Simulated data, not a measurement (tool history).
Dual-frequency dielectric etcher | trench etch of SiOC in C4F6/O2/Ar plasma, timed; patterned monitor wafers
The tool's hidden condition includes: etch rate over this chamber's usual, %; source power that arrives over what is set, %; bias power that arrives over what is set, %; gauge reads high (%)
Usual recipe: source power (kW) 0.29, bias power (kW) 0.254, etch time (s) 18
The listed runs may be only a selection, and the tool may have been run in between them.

run	day	source power (kW)	bias power (kW)	etch time (s)	wafers since the last listed run	hours since the last wet clean	hours since the last source power generator calibration	hours since the last bias power generator calibration	hours since the last upper electrode change	hours since the gauge calibration	read-back reference wafer on the same gauge, depth_nm	mean etch depth across the wafer (Å)
1	0	0.29	0.254	18	0	380.1	4166.1	1277.4	6011.5	190.2	31.39	388.2
2	0.662	0.29	0.254	18	329	396	4182	1293.3	6027.4	206.1	31.4	388.8
3	1.104	0.29	0.254	18	219	406.6	4192.6	1303.9	6038	216.7	31.4	388.9
4	1.625	0.29	0.254	18	258	419.1	4205.1	1316.4	6050.5	229.2	31.4	392.3
5	2.212	0.29	0.269	18	291	433.2	4219.2	1330.5	6064.6	243.3	31.38	395.4
6	2.921	0.29	0.285	18	351	450.2	4236.2	1347.5	6081.6	260.3	31.38	402.3
7	3.225	0.29	0.285	18	151	457.5	4243.5	1354.8	6088.9	267.6	31.41	403.1
8	3.754	0.29	0.254	18	262	470.2	4256.2	1367.5	6101.6	280.3	31.39	393.1
9	4.167	0.29	0.254	18	204	480.1	4266.1	1377.4	6111.5	290.2	31.39	389.5
10	4.633	0.34	0.254	17	231	491.3	4277.3	1388.6	6122.7	301.4	31.4	398
11	5.075	0.26	0.286	18	219	501.9	4287.9	1399.2	6133.3	312	31.39	385.7
12	5.771	0.26	0.286	18	345	518.6	4304.6	1415.9	6150	328.7	31.41	388.2
# day 5.896: gauge calibrated
# day 5.946: source power generator calibrated
13	6.492	0.29	0.254	18	275	535.9	13.1	1433.2	6167.3	14.3	31.4	395.3
14	7.217	0.29	0.254	18	360	553.3	30.5	1450.6	6184.7	31.7	31.41	394.7
15	7.708	0.25	0.231	21.5	244	565.1	42.3	1462.4	6196.5	43.5	31.42	427.8
16	8.142	0.34	0.223	19.5	215	575.5	52.7	1472.8	6206.9	53.9	31.41	443
# day 9.667: upper electrode replaced
17	9.688	0.29	0.254	18	271	612.6	89.8	1509.9	0.5	91	31.39	394.9
# day 9.929: bias power generator calibrated
18	10.05	0.29	0.254	18	97	621.3	98.5	2.9	9.2	99.7	31.41	394.9
19	10.358	0.24	0.191	18	153	628.7	105.9	10.3	16.6	107.1	31.4	338.4
# day 11.983: wet clean of the chamber
20	12.004	0.25	0.211	20.5	320	0.5	145.4	49.8	56.1	146.6	31.39	390.2
21	12.017	0.29	0.254	21.5	6	0.8	145.7	50.1	56.4	146.9	31.41	459.6
22	12.542	0.29	0.254	13	260	13.4	158.3	62.7	69	159.5	31.41	277.1
23	13.029	0.29	0.254	18	242	25.1	170	74.4	80.7	171.2	31.4	384.3
24	13.75	0.29	0.298	18	358	42.4	187.3	91.7	98	188.5	31.4	401.7
25	14.112	0.29	0.254	18	180	51.1	196	100.4	106.7	197.2	31.39	384
26	14.379	0.35	0.299	15	132	57.5	202.4	106.8	113.1	203.6	31.39	364.6
27	14.896	0.33	0.215	12.5	256	69.9	214.8	119.2	125.5	216	31.39	271.1
28	15.458	0.34	0.254	17	279	83.4	228.3	132.7	139	229.5	31.41	390.7

How would selected steps in mean etch depth across the wafer (Å) from run to run divide? Give the signed amount a tool lacking its hidden state would still show from settings, what came in and random variation, and the signed amount left for the hidden state, including any gauge scatter that is not in both of the compared results.
Run 18 -> 19: source power (kW) 0.29 -> 0.24, bias power (kW) 0.254 -> 0.191. mean etch depth across the wafer (Å) -56.5: hidden state -1.6, all else -54.9.
Run 19 -> 20: source power (kW) 0.24 -> 0.25, bias power (kW) 0.191 -> 0.211, etch time (s) 18 -> 20.5, wet clean of the chamber. mean etch depth across the wafer (Å) +51.8: hidden state -10.3, all else +62.1.
Run 21 -> 22: etch time (s) 21.5 -> 13. mean etch depth across the wafer (Å) -182.5: hidden state -0.2, all else -182.3.
Run 27 -> 28: source power (kW) 0.33 -> 0.34, bias power (kW) 0.215 -> 0.254, etch time (s) 12.5 -> 17. mean etch depth across the wafer (Å) +119.6: hidden state +1.2, all else +118.4.

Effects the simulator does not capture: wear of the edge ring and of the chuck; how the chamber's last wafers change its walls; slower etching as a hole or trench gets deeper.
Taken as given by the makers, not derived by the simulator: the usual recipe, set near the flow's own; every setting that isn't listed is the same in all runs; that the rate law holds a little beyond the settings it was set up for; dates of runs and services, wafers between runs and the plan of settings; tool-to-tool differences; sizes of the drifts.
